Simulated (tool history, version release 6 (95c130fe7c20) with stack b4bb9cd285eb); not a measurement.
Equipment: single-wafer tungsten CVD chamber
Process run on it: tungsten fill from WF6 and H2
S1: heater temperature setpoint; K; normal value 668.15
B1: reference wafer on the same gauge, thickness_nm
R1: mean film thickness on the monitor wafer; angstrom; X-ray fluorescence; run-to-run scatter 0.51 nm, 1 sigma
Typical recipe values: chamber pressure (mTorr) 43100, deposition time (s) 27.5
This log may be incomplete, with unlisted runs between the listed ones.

{"run": 1, "day": 0.0, "S1": 668.15, "chamber pressure (mTorr)": 43100, "deposition time (s)": 27.5, "B1": 80.857, "R1": 942.61}
{"run": 2, "day": 1.188, "S1": 668.15, "chamber pressure (mTorr)": 40600, "deposition time (s)": 25.3, "B1": 80.579, "R1": 827.42}
{"run": 3, "day": 1.825, "S1": 668.15, "chamber pressure (mTorr)": 40600, "deposition time (s)": 25.3, "B1": 80.776, "R1": 841.48}
{"run": 4, "day": 3.058, "S1": 668.15, "chamber pressure (mTorr)": 43100, "deposition time (s)": 27.5, "B1": 80.652, "R1": 942.05}
{"run": 5, "day": 3.971, "S1": 668.15, "chamber pressure (mTorr)": 43100, "deposition time (s)": 27.5, "B1": 80.831, "R1": 941.28}
{"run": 6, "day": 5.292, "S1": 668.15, "chamber pressure (mTorr)": 43100, "deposition time (s)": 27.5, "B1": 80.898, "R1": 937.95}
{"run": 7, "day": 6.188, "S1": 668.15, "chamber pressure (mTorr)": 43100, "deposition time (s)": 27.5, "B1": 80.611, "R1": 952.38}
{"run": 8, "day": 6.742, "S1": 668.15, "chamber pressure (mTorr)": 43100, "deposition time (s)": 27.5, "B1": 80.673, "R1": 936.82}
{"run": 9, "day": 7.612, "S1": 668.15, "chamber pressure (mTorr)": 43100, "deposition time (s)": 27.5, "B1": 80.75, "R1": 952.45}
{"run": 10, "day": 8.558, "S1": 668.15, "chamber pressure (mTorr)": 43100, "deposition time (s)": 23.3, "B1": 80.837, "R1": 805.41}
{"run": 11, "day": 9.271, "S1": 668.15, "chamber pressure (mTorr)": 43100, "deposition time (s)": 23.3, "B1": 80.631, "R1": 801.01}
{"run": 12, "day": 10.158, "S1": 663.15, "chamber pressure (mTorr)": 47000, "deposition time (s)": 23.6, "B1": 80.851, "R1": 783.61}
{"day": 11.017, "done": "thermocouple changed; heater temperature recalibrated"}
{"day": 11.533, "done": "showerhead replaced"}
{"day": 11.692, "done": "capacitance manometer re-zeroed and calibrated"}
{"run": 13, "day": 11.712, "S1": 653.15, "chamber pressure (mTorr)": 35500, "deposition time (s)": 27.5, "B1": 80.718, "R1": 642.63}
{"day": 14.45, "done": "gauge calibrated"}
{"run": 14, "day": 16.0, "S1": 668.15, "chamber pressure (mTorr)": 43100, "deposition time (s)": 25.3, "B1": 80.641, "R1": 866.78}
{"run": 15, "day": 17.45, "S1": 658.15, "chamber pressure (mTorr)": 43100, "deposition time (s)": 25.4, "B1": 80.704, "R1": 738.07}
{"run": 16, "day": 18.929, "S1": 655.15, "chamber pressure (mTorr)": 43100, "deposition time (s)": 29.5, "B1": 80.724, "R1": 809.98}
{"run": 17, "day": 19.642, "S1": 668.15, "chamber pressure (mTorr)": 49300, "deposition time (s)": 25.6, "B1": 80.637, "R1": 950.83}
{"run": 18, "day": 20.304, "S1": 668.15, "chamber pressure (mTorr)": 43100, "deposition time (s)": 27.5, "B1": 80.75, "R1": 952.47}
{"run": 19, "day": 21.033, "S1": 668.15, "chamber pressure (mTorr)": 43100, "deposition time (s)": 27.5, "B1": 80.73, "R1": 956.42}
{"run": 20, "day": 22.071, "S1": 668.15, "chamber pressure (mTorr)": 43100, "deposition time (s)": 30.8, "B1": 80.733, "R1": 1063.99}
{"run": 21, "day": 23.554, "S1": 672.15, "chamber pressure (mTorr)": 43100, "deposition time (s)": 27.5, "B1": 80.743, "R1": 1007.51}
{"run": 22, "day": 24.508, "S1": 659.15, "chamber pressure (mTorr)": 43100, "deposition time (s)": 29.7, "B1": 80.765, "R1": 887.92}
{"run": 23, "day": 25.042, "S1": 668.15, "chamber pressure (mTorr)": 39400, "deposition time (s)": 24.5, "B1": 80.719, "R1": 795.14}

Here are 5 independent what-if runs from the current tool condition. What would each one return?
{"run": "A", "day": 25.058, "S1": 683.15, "chamber pressure (mTorr)": 43100, "deposition time (s)": 27.5, "B1": "?", "R1": "?"}
{"run": "B", "day": 25.058, "S1": 660.15, "chamber pressure (mTorr)": 48000, "deposition time (s)": 31.0, "B1": "?", "R1": "?"}
{"run": "C", "day": 25.058, "S1": 664.15, "chamber pressure (mTorr)": 34800, "deposition time (s)": 32.3, "B1": "?", "R1": "?"}
{"run": "D", "day": 25.058, "S1": 657.15, "chamber pressure (mTorr)": 43100, "deposition time (s)": 27.5, "B1": "?", "R1": "?"}
{"run": "E", "day": 25.058, "S1": 677.15, "chamber pressure (mTorr)": 51800, "deposition time (s)": 27.5, "B1": "?", "R1": "?"}

run=A B1=80.657 R1=1195.58
run=B B1=80.657 R1=993.12
run=C B1=80.657 R1=895.50
run=D B1=80.657 R1=781.68
run=E B1=80.657 R1=1218.82
The same runs, with their run-to-run variation unchanged, on a tool lacking any hidden condition would have given:
run=A R1=1195.58
run=B R1=993.12
run=C R1=895.50
run=D R1=781.68
run=E R1=1218.82
